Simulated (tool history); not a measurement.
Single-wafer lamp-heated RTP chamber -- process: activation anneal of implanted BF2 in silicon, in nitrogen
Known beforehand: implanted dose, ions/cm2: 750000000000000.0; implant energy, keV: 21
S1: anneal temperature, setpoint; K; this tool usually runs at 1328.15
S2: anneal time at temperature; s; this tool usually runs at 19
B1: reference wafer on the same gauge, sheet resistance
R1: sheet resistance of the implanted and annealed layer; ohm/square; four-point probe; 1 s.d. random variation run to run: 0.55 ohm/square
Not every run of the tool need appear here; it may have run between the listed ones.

run	hour	S1	S2	B1	R1
1	0	1328.15	19	161.13	177.59
2	43.2	1328.15	19	161.03	176.67
3	145.5	1328.15	19	161.12	177.54
4	233.4	1328.15	19	161.04	176.26
5	282.2	1328.15	19	161.09	176.66
6	357.5	1328.15	19	161.08	175.3
7	398.8	1328.15	19	161.1	175.29
8	472.6	1328.15	19	161.12	174.11
# hour 511.4: reflector plate cleaned
9	526.4	1328.15	19	161	177.55
10	599.1	1320.15	19	161.04	178.38
11	664.4	1320.15	19	161.02	178.01
12	711	1320.15	19	161.07	178.56
# hour 741.9: pyrometer window cleaned and pyrometer calibrated
13	816.9	1328.15	25	161	176.56
14	907	1319.15	25	161.04	178.87
15	994.7	1328.15	29	161.03	173.39
16	1091.5	1328.15	19	160.97	176.6
# hour 1137.6: gauge calibrated
17	1142.5	1354.15	15	161.11	171.51
18	1225.2	1328.15	19	161.25	175.04
19	1297.5	1307.15	19	160.86	183.96
20	1356.1	1355.15	16	160.99	170.32
# hour 1389.3: pyrometer window cleaned and pyrometer calibrated
21	1393.2	1308.15	30	161.08	180.24
22	1443	1328.15	19	161.08	176.7
23	1546	1328.15	10	160.95	183.71
24	1633.5	1328.15	8	160.94	185.65

Forecast each of these 3 alternatives for the next run:
A	1633.9	1328.15	19	?	?
B	1633.9	1318.15	12	?	?
C	1633.9	1354.15	19	?	?

run	B1	R1
A	161.03	175.45
B	161.03	184.42
C	161.03	168.75
Without the tool's unlogged condition, the same runs would have read:
run	R1
A	180.27
B	190.56
C	171.53
